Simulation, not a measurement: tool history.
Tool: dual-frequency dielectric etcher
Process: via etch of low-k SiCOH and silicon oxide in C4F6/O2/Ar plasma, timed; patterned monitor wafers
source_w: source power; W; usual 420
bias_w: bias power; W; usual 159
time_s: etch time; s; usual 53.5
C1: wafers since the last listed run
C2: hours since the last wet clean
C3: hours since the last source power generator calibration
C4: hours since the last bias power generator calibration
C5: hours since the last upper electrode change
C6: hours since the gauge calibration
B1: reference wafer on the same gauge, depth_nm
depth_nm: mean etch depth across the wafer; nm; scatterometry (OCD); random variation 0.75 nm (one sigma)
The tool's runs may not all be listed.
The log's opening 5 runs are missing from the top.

Run 6, hour 236.2: usual settings; C1 367; C2 322.4; C3 1091.2; C4 1327.5; C5 3646.7; C6 518.3; B1 149.2. Result: depth_nm 140.8 nm.
Run 7, hour 275.8: usual settings; C1 282; C2 362; C3 1130.8; C4 1367.1; C5 3686.3; C6 557.9; B1 148.8. Result: depth_nm 140.3 nm.
At hour 391: gauge calibrated.
Run 8, hour 403.9: usual settings; C1 914; C2 490.1; C3 1258.9; C4 1495.2; C5 3814.4; C6 12.9; B1 149.2. Result: depth_nm 140.9 nm.
At hour 437: wet clean of the chamber.
Run 9, hour 442.6: usual settings; C1 104; C2 5.6; C3 1297.6; C4 1533.9; C5 3853.1; C6 51.6; B1 149. Result: depth_nm 140.2 nm.
Run 10, hour 550.2: usual settings; C1 768; C2 113.2; C3 1405.2; C4 1641.5; C5 3960.7; C6 159.2; B1 148.8. Result: depth_nm 139.1 nm.
Run 11, hour 576: usual settings but source_w 460 W, bias_w 148 W; C1 184; C2 139; C3 1431; C4 1667.3; C5 3986.5; C6 185; B1 149. Result: depth_nm 143 nm.
Run 12, hour 616.9: usual settings but source_w 460 W, bias_w 148 W; C1 292; C2 179.9; C3 1471.9; C4 1708.2; C5 4027.4; C6 225.9; B1 149.1. Result: depth_nm 142.9 nm.
Run 13, hour 669.4: usual settings but source_w 460 W, bias_w 148 W; C1 374; C2 232.4; C3 1524.4; C4 1760.7; C5 4079.9; C6 278.4; B1 149.2. Result: depth_nm 142.3 nm.
Run 14, hour 738.6: usual settings but source_w 440 W, time_s 62 s; C1 494; C2 301.6; C3 1593.6; C4 1829.9; C5 4149.1; C6 347.6; B1 149. Result: depth_nm 166.7 nm.
At hour 807: upper electrode replaced.
Run 15, hour 807.5: usual settings but source_w 440 W, time_s 62 s; C1 320; C2 370.5; C3 1662.5; C4 1898.8; C5 0.5; C6 416.5; B1 148.9. Result: depth_nm 166.6 nm.
Run 16, hour 833.2: usual settings; C1 183; C2 396.2; C3 1688.2; C4 1924.5; C5 26.2; C6 442.2; B1 148.9. Result: depth_nm 139.1 nm.

Run 17 is up next; what results do you expect?
Run 17, hour 874.7: usual settings but time_s 63 s; C1 296; C2 437.7; C3 1729.7; C4 1966; C5 67.7; C6 483.7; B1 ?. Result: depth_nm ?.

{"run 17": {"B1": 149, "depth_nm": 165.7}}
Take away the tool's hidden state, keep the run-to-run variation as it was, and the same run would have given depth_nm 170.5 nm.
